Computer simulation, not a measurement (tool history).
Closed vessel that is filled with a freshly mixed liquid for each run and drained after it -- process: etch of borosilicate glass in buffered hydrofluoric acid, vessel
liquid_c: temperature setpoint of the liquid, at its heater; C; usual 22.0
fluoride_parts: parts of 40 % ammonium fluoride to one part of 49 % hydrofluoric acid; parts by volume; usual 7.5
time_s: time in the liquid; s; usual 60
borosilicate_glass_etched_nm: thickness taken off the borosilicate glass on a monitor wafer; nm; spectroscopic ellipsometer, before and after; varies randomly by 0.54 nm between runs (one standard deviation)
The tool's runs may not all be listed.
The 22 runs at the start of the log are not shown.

run   hour  liquid_c  fluoride_parts  time_s  read-back film thickness of the borosilicate glass reference wafer, read on the same gauge (nm)  borosilicate_glass_etched_nm
 23  230.7      22.0            10.0      70                                                                                            40.02                         61.72
 24  240.9      22.0             7.5      30                                                                                            39.98                         35.08
 25  256.2      24.0             5.5      75                                                                                            39.94                        129.56
 26  263.8      25.0             7.5      60                                                                                            40.00                         81.32
     274.6  -- thermometer replaced
 27  311.6      19.0             7.5      40                                                                                            40.02                         43.65
 28  322.9      25.5             6.5      60                                                                                            39.95                        107.93
 29  338.9      20.0             8.5      30                                                                                            40.01                         30.24
 30  346.6      22.0             7.5      60                                                                                            40.00                         78.04
 31  363.0      18.0             7.5      60                                                                                            40.02                         61.40
 32  371.4      22.0             7.5      60                                                                                            40.05                         76.97

Below are 5 alternative next runs, each starting from the tool's condition after run 32. Predict each:
  A  372.1      22.0             7.5      60                                                                                                ?                             ?
  B  372.1      27.0             6.0      70                                                                                                ?                             ?
  C  372.1      22.0             9.0      60                                                                                                ?                             ?
  D  372.1      22.0             9.0      70                                                                                                ?                             ?
  E  372.1      22.0             6.0      60                                                                                                ?                             ?

run  read-back film thickness of the borosilicate glass reference wafer, read on the same gauge (nm)  borosilicate_glass_etched_nm
  A                                                                                            40.04                         77.49
  B                                                                                            40.04                        146.10
  C                                                                                            40.04                         63.36
  D                                                                                            40.04                         73.91
  E                                                                                            40.04                         96.07
What these runs would have given with no unlogged condition in the tool:
run  borosilicate_glass_etched_nm
  A                         78.97
  B                        148.79
  C                         64.57
  D                         75.33
  E                         97.90
